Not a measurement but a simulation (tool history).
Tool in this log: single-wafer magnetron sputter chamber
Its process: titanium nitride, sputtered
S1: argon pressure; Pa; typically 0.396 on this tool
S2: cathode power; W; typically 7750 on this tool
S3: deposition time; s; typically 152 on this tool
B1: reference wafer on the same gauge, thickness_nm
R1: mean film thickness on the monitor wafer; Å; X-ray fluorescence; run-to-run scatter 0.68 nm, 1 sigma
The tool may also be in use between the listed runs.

run 1 day=0.000 | S1=0.396 S2=7750 S3=152 | B1=199.095 | R1=2283.57
run 2 day=2.267 | S1=0.396 S2=7750 S3=152 | B1=199.073 | R1=2281.44
run 3 day=7.896 | S1=0.396 S2=7750 S3=152 | B1=198.886 | R1=2278.44
run 4 day=9.958 | S1=0.396 S2=7750 S3=152 | B1=199.004 | R1=2281.68
run 5 day=13.842 | S1=0.510 S2=7750 S3=152 | B1=199.100 | R1=2209.91
-- day=14.242 gauge calibrated
-- day=17.079 sputter target and shields replaced
run 6 day=17.754 | S1=0.510 S2=7750 S3=152 | B1=199.130 | R1=2228.58
run 7 day=21.221 | S1=0.510 S2=7750 S3=152 | B1=198.932 | R1=2225.47
run 8 day=25.700 | S1=0.396 S2=8550 S3=143 | B1=198.958 | R1=2361.82
run 9 day=28.662 | S1=0.396 S2=8550 S3=143 | B1=198.975 | R1=2373.72
run 10 day=31.283 | S1=0.396 S2=7750 S3=152 | B1=199.058 | R1=2305.93
run 11 day=35.296 | S1=0.396 S2=7750 S3=152 | B1=199.008 | R1=2291.12
run 12 day=39.717 | S1=0.396 S2=7750 S3=152 | B1=199.105 | R1=2292.24
-- day=41.296 magnet pack replaced
run 13 day=41.317 | S1=0.396 S2=7750 S3=152 | B1=199.184 | R1=2285.43
run 14 day=44.588 | S1=0.543 S2=9050 S3=129 | B1=198.802 | R1=2142.80
run 15 day=47.142 | S1=0.396 S2=7750 S3=152 | B1=198.877 | R1=2272.52
-- day=47.529 sputter target and shields replaced
run 16 day=49.962 | S1=0.396 S2=9350 S3=169 | B1=199.011 | R1=3060.22
-- day=57.496 capacitance manometer re-zeroed and calibrated
run 17 day=58.888 | S1=0.396 S2=7750 S3=152 | B1=198.897 | R1=2280.35
run 18 day=62.038 | S1=0.396 S2=7750 S3=152 | B1=199.027 | R1=2268.65
run 19 day=65.746 | S1=0.396 S2=6700 S3=152 | B1=199.046 | R1=1991.91
run 20 day=68.517 | S1=0.396 S2=7750 S3=152 | B1=199.117 | R1=2263.90
-- day=70.929 gauge calibrated
run 21 day=71.433 | S1=0.396 S2=7750 S3=152 | B1=198.901 | R1=2271.31
run 22 day=73.829 | S1=0.312 S2=7750 S3=169 | B1=198.977 | R1=2575.10
-- day=74.479 sputter target and shields replaced
run 23 day=78.171 | S1=0.553 S2=7750 S3=141 | B1=198.981 | R1=2021.91
run 24 day=79.862 | S1=0.396 S2=6300 S3=152 | B1=198.863 | R1=1889.65
run 25 day=83.292 | S1=0.396 S2=7750 S3=140 | B1=198.788 | R1=2102.21
run 26 day=86.038 | S1=0.396 S2=8750 S3=152 | B1=199.078 | R1=2540.89
run 27 day=89.750 | S1=0.337 S2=9100 S3=123 | B1=198.918 | R1=2177.70

Here are 4 independent what-if runs from the current tool condition. What would each one return?
run A day=89.767 | S1=0.396 S2=7750 S3=152 | B1=? | R1=?
run B day=89.767 | S1=0.396 S2=7750 S3=176 | B1=? | R1=?
run C day=89.767 | S1=0.396 S2=7750 S3=163 | B1=? | R1=?
run D day=89.767 | S1=0.444 S2=5850 S3=144 | B1=? | R1=?

run=A B1=199.006 R1=2272.34
run=B B1=199.006 R1=2631.13
run=C B1=199.006 R1=2436.78
run=D B1=199.006 R1=1647.08
Had the tool no hidden state, the same runs would have come out as:
run=A R1=2282.90
run=B R1=2643.36
run=C R1=2448.11
run=D R1=1654.46
